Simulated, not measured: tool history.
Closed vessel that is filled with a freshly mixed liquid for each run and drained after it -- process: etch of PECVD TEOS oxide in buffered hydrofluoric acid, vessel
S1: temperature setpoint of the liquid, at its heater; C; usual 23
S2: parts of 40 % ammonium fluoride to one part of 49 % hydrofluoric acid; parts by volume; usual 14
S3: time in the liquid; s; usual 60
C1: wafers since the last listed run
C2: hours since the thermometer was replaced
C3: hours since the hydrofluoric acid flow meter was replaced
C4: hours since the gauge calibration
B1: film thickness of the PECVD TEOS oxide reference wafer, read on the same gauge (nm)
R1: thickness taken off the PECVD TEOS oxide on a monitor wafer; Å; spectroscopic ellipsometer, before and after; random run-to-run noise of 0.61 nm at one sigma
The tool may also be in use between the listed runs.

Run 1, hour 0: usual settings but S1 25 C, S2 18.5 parts by volume; C1 0; C2 222.1; C3 249; C4 2056.8; B1 39.97. Result: R1 602.4 Å.
Run 2, hour 63.6: usual settings; C1 6672; C2 285.7; C3 312.6; C4 2120.4; B1 40.03. Result: R1 708.3 Å.
Run 3, hour 146.5: usual settings; C1 8696; C2 368.6; C3 395.5; C4 2203.3; B1 40. Result: R1 696.2 Å.
Run 4, hour 244.1: usual settings; C1 10239; C2 466.2; C3 493.1; C4 2300.9; B1 40.02. Result: R1 702.6 Å.
Run 5, hour 337.9: usual settings but S2 13 parts by volume; C1 9840; C2 560; C3 586.9; C4 2394.7; B1 40. Result: R1 755.8 Å.
Run 6, hour 408.5: usual settings; C1 7406; C2 630.6; C3 657.5; C4 2465.3; B1 40.02. Result: R1 686.6 Å.
Run 7, hour 475.9: usual settings; C1 7070; C2 698; C3 724.9; C4 2532.7; B1 40. Result: R1 689.7 Å.
Run 8, hour 535: usual settings; C1 6200; C2 757.1; C3 784; C4 2591.8; B1 40.01. Result: R1 683.6 Å.
Run 9, hour 602.2: usual settings but S1 20.5 C, S2 12.5 parts by volume; C1 7049; C2 824.3; C3 851.2; C4 2659; B1 40. Result: R1 657.9 Å.
Run 10, hour 675.4: usual settings; C1 7679; C2 897.5; C3 924.4; C4 2732.2; B1 39.99. Result: R1 671.8 Å.
Run 11, hour 770.4: usual settings; C1 9966; C2 992.5; C3 1019.4; C4 2827.2; B1 39.97. Result: R1 672.7 Å.
Run 12, hour 826.8: usual settings; C1 5916; C2 1048.9; C3 1075.8; C4 2883.6; B1 40.02. Result: R1 672.5 Å.
Run 13, hour 862.8: usual settings; C1 3776; C2 1084.9; C3 1111.8; C4 2919.6; B1 39.99. Result: R1 673.4 Å.
Run 14, hour 911.2: usual settings but S1 19.5 C, S3 35 s; C1 5077; C2 1133.3; C3 1160.2; C4 2968; B1 39.99. Result: R1 324 Å.
At hour 1043.2: hydrofluoric acid flow meter replaced.
At hour 1121.5: thermometer replaced.
Run 15, hour 1159.6: usual settings but S2 16 parts by volume; C1 25849; C2 38.1; C3 116.4; C4 3216.4; B1 40.03. Result: R1 623.6 Å.
At hour 1218.6: gauge calibrated.
Run 16, hour 1245.6: usual settings; C1 9022; C2 124.1; C3 202.4; C4 27; B1 40. Result: R1 706 Å.
Run 17, hour 1324: usual settings but S3 40 s; C1 8224; C2 202.5; C3 280.8; C4 105.4; B1 39.99. Result: R1 462.3 Å.
Run 18, hour 1566.7: usual settings; C1 25461; C2 445.2; C3 523.5; C4 348.1; B1 40.04. Result: R1 693.5 Å.
Run 19, hour 1619.7: usual settings but S1 27 C, S3 85 s; C1 5560; C2 498.2; C3 576.5; C4 401.1; B1 40. Result: R1 1217.4 Å.
Run 20, hour 1710.4: usual settings but S1 26.5 C, S2 19 parts by volume, S3 35 s; C1 9515; C2 588.9; C3 667.2; C4 491.8; B1 40.01. Result: R1 357.3 Å.
Run 21, hour 1756.6: usual settings but S1 27 C, S3 90 s; C1 4846; C2 635.1; C3 713.4; C4 538; B1 39.98. Result: R1 1267.6 Å.
Run 22, hour 2076.2: usual settings; C1 33528; C2 954.7; C3 1033; C4 857.6; B1 39.99. Result: R1 667.1 Å.
Run 23, hour 2159.5: usual settings but S1 18.5 C, S3 80 s; C1 8738; C2 1038; C3 1116.3; C4 940.9; B1 40.02. Result: R1 694.9 Å.
Run 24, hour 2252.3: usual settings; C1 9735; C2 1130.8; C3 1209.1; C4 1033.7; B1 40.01. Result: R1 662.2 Å.
At hour 2318.6: hydrofluoric acid flow meter replaced.
Run 25, hour 2348.3: usual settings but S1 18.5 C, S2 16.5 parts by volume, S3 90 s; C1 9966; C2 1226.8; C3 29.7; C4 1129.7; B1 39.98. Result: R1 697.7 Å.
Run 26, hour 2401.9: usual settings but S1 21 C, S2 18 parts by volume; C1 5623; C2 1280.4; C3 83.3; C4 1183.3; B1 40.04. Result: R1 487.9 Å.
Run 27, hour 2462.9: usual settings but S1 18.5 C, S2 16.5 parts by volume, S3 40 s; C1 6399; C2 1341.4; C3 144.3; C4 1244.3; B1 40.01. Result: R1 308.6 Å.
At hour 2532.7: thermometer replaced.
Run 28, hour 2539.8: usual settings but S2 10 parts by volume; C1 7962; C2 7.1; C3 221.2; C4 1321.2; B1 40.02. Result: R1 977.7 Å.
Run 29, hour 2580.9: usual settings but S1 21.5 C, S3 70 s; C1 4311; C2 48.2; C3 262.3; C4 1362.3; B1 39.99. Result: R1 748.4 Å.
Run 30, hour 2662.8: usual settings; C1 8591; C2 130.1; C3 344.2; C4 1444.2; B1 40. Result: R1 696.9 Å.
Run 31, hour 2740.1: usual settings but S2 16 parts by volume, S3 85 s; C1 8109; C2 207.4; C3 421.5; C4 1521.5; B1 40. Result: R1 858.9 Å.
Run 32, hour 2807.8: usual settings but S1 26 C, S2 18.5 parts by volume, S3 35 s; C1 7102; C2 275.1; C3 489.2; C4 1589.2; B1 40.03. Result: R1 358.2 Å.
Run 33, hour 2898.1: usual settings but S1 19 C, S3 50 s; C1 9473; C2 365.4; C3 579.5; C4 1679.5; B1 40.01. Result: R1 457.3 Å.

Table of differences, measured result less the result of that run with no hidden state. Run-to-run variation is the same in both. Gauge scatter possibly is not:
Hidden conditions of the tool in this case: liquid hotter than its thermometer reads (K); hydrofluoric acid flow below the setpoint (%); gauge reads high (%).
run     R1
  1  -10.4
  2  -15.2
  3  -18.7
  4  -23.5
  5  -30.1
  6  -30.7
  7    -34
  8  -36.5
  9  -38.2
 10  -42.6
 11  -47.2
 12    -50
 13  -51.8
 14  -26.1
 15  -10.6
 16  -15.9
 17  -12.8
 18  -30.7
 19  -58.2
 20  -19.2
 21  -72.7
 22  -53.8
 23  -60.4
 24  -62.1
 25  -12.7
 26  -10.7
 27     -8
 28    -30
 29  -25.2
 30  -27.3
 31  -38.3
 32  -17.7
 33  -25.4
